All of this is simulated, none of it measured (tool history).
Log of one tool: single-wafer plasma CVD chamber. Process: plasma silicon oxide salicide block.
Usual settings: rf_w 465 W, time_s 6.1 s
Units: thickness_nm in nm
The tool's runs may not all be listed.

run,hour,rf_w,time_s,"read-back reference wafer on the same gauge, thickness_nm",thickness_nm
1,0,465,6.53,68.996,63.83
2,97,465,6.53,69.019,63.874
# hour 120.7: RF generator calibrated
3,204.8,465,5.4,68.981,53.382
4,249.4,465,5.4,69.041,53.39
5,332,465,5.4,68.941,53.422
6,424.8,465,6.82,69.046,67.159
7,492.7,465,6.82,68.958,67.294
8,550.2,465,6.82,69.025,66.869
# hour 578.1: gauge calibrated
9,609,530,6.1,68.997,62.598
10,672.4,465,6.1,68.997,60.039
11,710.8,465,6.1,69.029,59.878
12,791.7,465,5.39,69.007,52.839
13,876.6,510,5.16,69.043,52.16
14,949,405,5.61,69.019,52.35
15,1017.8,375,6.43,68.98,58.396
16,1237.9,465,6.1,68.99,59.645
17,1292.4,510,5.16,68.995,52.201
# hour 1392.5: showerhead replaced
18,1393,385,6.88,68.978,62.881
19,1474,465,5.04,69.02,49.215
# hour 1493.7: RF generator calibrated
20,1540.9,465,6.1,69.024,60.41
21,1638.1,385,7.16,69.038,66.119
22,1716,465,5.35,69.006,52.565
23,1792.6,465,6.73,68.996,66.434
24,1863.6,540,5.21,68.994,53.731
25,1903.7,465,6.1,69.031,60.025

5 ways to go on from here, each from the tool as it stands after run 25. What would each give?
A,1904.1,465,6.1,?,?
B,1904.1,440,6.1,?,?
C,1904.1,410,4.89,?,?
D,1904.1,465,7.19,?,?
E,1904.1,535,4.9,?,?

run,"read-back reference wafer on the same gauge, thickness_nm",thickness_nm
A,69.055,60.032
B,69.055,58.883
C,69.055,46.039
D,69.055,70.759
E,69.055,50.608
Without the tool's hidden state the same runs would have given:
run,thickness_nm
A,60.696
B,59.535
C,46.549
D,71.542
E,51.168
